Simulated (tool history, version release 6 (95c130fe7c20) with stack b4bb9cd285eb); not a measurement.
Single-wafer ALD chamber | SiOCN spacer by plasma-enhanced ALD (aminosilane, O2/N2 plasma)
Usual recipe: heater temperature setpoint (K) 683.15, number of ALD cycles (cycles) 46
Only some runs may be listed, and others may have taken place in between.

run   hour  heater temperature setpoint (K)  number of ALD cycles (cycles)  wafers since the last listed run  hours since the last thermocouple change  hours since the gauge calibration  read-back reference wafer on the same gauge, thickness_nm  mean film thickness on the monitor wafer (Å)
  1      0                           683.15                             46                                 0                                    1225.5                              224.9                                                      3.387                                         29.61
  2   28.3                           683.15                             46                               187                                    1253.8                              253.2                                                      3.389                                         29.62
  3   44.4                           683.15                             46                               106                                    1269.9                              269.3                                                      3.392                                         29.66
  4   62.5                           683.15                             46                               120                                      1288                              287.4                                                       3.39                                          29.6
  5   76.8                           691.15                             46                                94                                    1302.3                              301.7                                                      3.391                                          28.9
  6   93.8                           691.15                             46                               112                                    1319.3                              318.7                                                      3.389                                         28.88
  7  113.9                           683.15                             46                               133                                    1339.4                              338.8                                                      3.387                                         29.64
  8  146.7                           683.15                             46                               217                                    1372.2                              371.6                                                      3.393                                         29.72
  9  199.7                           683.15                             46                               351                                    1425.2                              424.6                                                      3.386                                         29.78
 10  234.7                           683.15                             46                               232                                    1460.2                              459.6                                                      3.388                                         29.68
 11  258.2                           683.15                             46                               155                                    1483.7                              483.1                                                      3.392                                         29.57
 12  282.6                           683.15                             46                               161                                    1508.1                              507.5                                                      3.389                                         29.62
       287  -- gauge calibrated
 13  296.5                           673.15                             49                                92                                      1522                                9.5                                                      3.394                                         32.66
 14  323.6                           673.15                             49                               179                                    1549.1                               36.6                                                      3.388                                         32.62
 15  336.9                           683.15                             50                                88                                    1562.4                               49.9                                                      3.391                                         32.24
 16  351.4                           696.15                             53                                96                                    1576.9                               64.4                                                      3.394                                         32.59
 17  364.4                           678.15                             50                                86                                    1589.9                               77.4                                                      3.387                                            33
 18  390.3                           678.15                             46                               171                                    1615.8                              103.3                                                      3.391                                         30.14
 19  412.9                           683.15                             53                               149                                    1638.4                              125.9                                                      3.395                                         34.08
     429.2  -- thermocouple changed; heater temperature recalibrated
 20  431.4                           683.15                             41                                69                                       2.2                              144.4                                                      3.389                                         26.51
 21  452.1                           683.15                             43                               137                                      22.9                              165.1                                                      3.386                                         27.74
 22  471.4                           683.15                             46                               128                                      42.2                              184.4                                                      3.393                                         29.73
 23  488.5                           696.15                             52                               113                                      59.3                              201.5                                                      3.385                                         32.13
 24  522.3                           683.15                             46                               224                                      93.1                              235.3                                                       3.39                                         29.67
 25  546.4                           683.15                             37                               159                                     117.2                              259.4                                                      3.388                                          23.9
 26  564.2                           683.15                             38                               118                                       135                              277.2                                                      3.394                                         24.46

Run 27 is up next; what results do you expect?
 27   581                           683.15                             37                               111                                     151.8                                294                                                          ?                                             ?

For run 27 the tool returned read-back reference wafer on the same gauge, thickness_nm 3.389, mean film thickness on the monitor wafer (Å) 23.86.
Minus the tool's unlogged condition, the same run would have read mean film thickness on the monitor wafer (Å) 23.86.

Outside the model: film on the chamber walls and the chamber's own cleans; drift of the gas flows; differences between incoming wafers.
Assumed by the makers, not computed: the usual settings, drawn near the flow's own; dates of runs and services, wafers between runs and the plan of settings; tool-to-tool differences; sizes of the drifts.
